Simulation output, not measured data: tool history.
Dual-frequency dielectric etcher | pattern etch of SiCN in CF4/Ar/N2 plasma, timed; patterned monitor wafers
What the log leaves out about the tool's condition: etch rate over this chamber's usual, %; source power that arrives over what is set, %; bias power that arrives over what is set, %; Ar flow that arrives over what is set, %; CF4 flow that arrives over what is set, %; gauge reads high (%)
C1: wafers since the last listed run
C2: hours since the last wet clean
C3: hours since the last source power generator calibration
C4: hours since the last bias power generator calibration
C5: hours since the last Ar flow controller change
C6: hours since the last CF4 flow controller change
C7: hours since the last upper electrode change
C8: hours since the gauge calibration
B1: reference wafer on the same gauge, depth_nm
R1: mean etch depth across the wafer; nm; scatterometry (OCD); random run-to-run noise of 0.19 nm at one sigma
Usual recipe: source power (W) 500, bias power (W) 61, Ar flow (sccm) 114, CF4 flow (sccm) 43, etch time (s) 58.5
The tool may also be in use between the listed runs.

Run 1, hour 0: usual settings; C1 0; C2 217.6; C3 2643; C4 1786; C5 3353.3; C6 6198.8; C7 5033.6; C8 127.7; B1 46.35. Result: R1 42.99 nm.
Run 2, hour 24.2: usual settings; C1 391; C2 241.8; C3 2667.2; C4 1810.2; C5 3377.5; C6 6223; C7 5057.8; C8 151.9; B1 46.37. Result: R1 43.07 nm.
Run 3, hour 59.4: usual settings; C1 569; C2 277; C3 2702.4; C4 1845.4; C5 3412.7; C6 6258.2; C7 5093; C8 187.1; B1 46.36. Result: R1 43.17 nm.
Run 4, hour 86: usual settings; C1 430; C2 303.6; C3 2729; C4 1872; C5 3439.3; C6 6284.8; C7 5119.6; C8 213.7; B1 46.44. Result: R1 43.65 nm.
Run 5, hour 113.3: usual settings but source power (W) 550; C1 441; C2 330.9; C3 2756.3; C4 1899.3; C5 3466.6; C6 6312.1; C7 5146.9; C8 241; B1 46.41. Result: R1 46.65 nm.
At hour 147.6: source power generator calibrated.
At hour 148.4: upper electrode replaced, of another model than before.
Run 6, hour 148.9: usual settings but source power (W) 470; C1 497; C2 366.5; C3 1.3; C4 1934.9; C5 3502.2; C6 6347.7; C7 0.5; C8 276.6; B1 46.4. Result: R1 40.59 nm.
Run 7, hour 149.3: usual settings but bias power (W) 72; C1 6; C2 366.9; C3 1.7; C4 1935.3; C5 3502.6; C6 6348.1; C7 0.9; C8 277; B1 46.39. Result: R1 44.63 nm.
At hour 178: CF4 flow controller replaced.
Run 8, hour 178.5: usual settings but bias power (W) 72; C1 375; C2 396.1; C3 30.9; C4 1964.5; C5 3531.8; C6 0.5; C7 30.1; C8 306.2; B1 46.43. Result: R1 44.66 nm.
Run 9, hour 200.1: usual settings; C1 349; C2 417.7; C3 52.5; C4 1986.1; C5 3553.4; C6 22.1; C7 51.7; C8 327.8; B1 46.35. Result: R1 43.11 nm.
Run 10, hour 216.4: usual settings; C1 263; C2 434; C3 68.8; C4 2002.4; C5 3569.7; C6 38.4; C7 68; C8 344.1; B1 46.39. Result: R1 43.62 nm.
Run 11, hour 245.9: usual settings but etch time (s) 47.5; C1 477; C2 463.5; C3 98.3; C4 2031.9; C5 3599.2; C6 67.9; C7 97.5; C8 373.6; B1 46.35. Result: R1 35.84 nm.
Run 12, hour 265.3: usual settings but source power (W) 550, Ar flow (sccm) 132, CF4 flow (sccm) 40, etch time (s) 64.5; C1 313; C2 482.9; C3 117.7; C4 2051.3; C5 3618.6; C6 87.3; C7 116.9; C8 393; B1 46.42. Result: R1 51.72 nm.
At hour 275.9: bias power generator calibrated.
At hour 285.8: Ar flow controller replaced.
Run 13, hour 294: usual settings but source power (W) 530, Ar flow (sccm) 92, CF4 flow (sccm) 34, etch time (s) 72; C1 302; C2 511.6; C3 146.4; C4 18.1; C5 8.2; C6 116; C7 145.6; C8 421.7; B1 46.41. Result: R1 56.46 nm.
At hour 305.3: gauge calibrated.
At hour 343.8: wet clean of the chamber.
Run 14, hour 344.3: usual settings but CF4 flow (sccm) 37; C1 425; C2 0.5; C3 196.7; C4 68.4; C5 58.5; C6 166.3; C7 195.9; C8 39; B1 46.4. Result: R1 41.58 nm.
Run 15, hour 356.3: usual settings but Ar flow (sccm) 135, CF4 flow (sccm) 50; C1 194; C2 12.5; C3 208.7; C4 80.4; C5 70.5; C6 178.3; C7 207.9; C8 51; B1 46.39. Result: R1 42.79 nm.
Run 16, hour 397.6: usual settings but source power (W) 540, bias power (W) 65; C1 668; C2 53.8; C3 250; C4 121.7; C5 111.8; C6 219.6; C7 249.2; C8 92.3; B1 46.44. Result: R1 47.25 nm.
Run 17, hour 417.2: usual settings; C1 317; C2 73.4; C3 269.6; C4 141.3; C5 131.4; C6 239.2; C7 268.8; C8 111.9; B1 46.41. Result: R1 42.93 nm.
Run 18, hour 430.5: usual settings; C1 215; C2 86.7; C3 282.9; C4 154.6; C5 144.7; C6 252.5; C7 282.1; C8 125.2; B1 46.43. Result: R1 42.72 nm.

What was the tool's hidden state at every run in the log?
source power that arrives over what is set, %: 0 in every run
bias power that arrives over what is set, %: 0 in every run
Ar flow that arrives over what is set, %: 0 in every run
CF4 flow that arrives over what is set, %: 0 in every run
gauge reads high (%): 0 in every run
H1: etch rate over this chamber's usual, %
run     H1
  1   1.37
  2   1.53
  3   1.75
  4   1.92
  5   2.09
  6   2.31
  7   2.32
  8    2.5
  9   2.64
 10   2.74
 11   2.92
 12   3.05
 13   3.23
 14  0.392
 15  0.467
 16  0.728
 17  0.852
 18  0.935
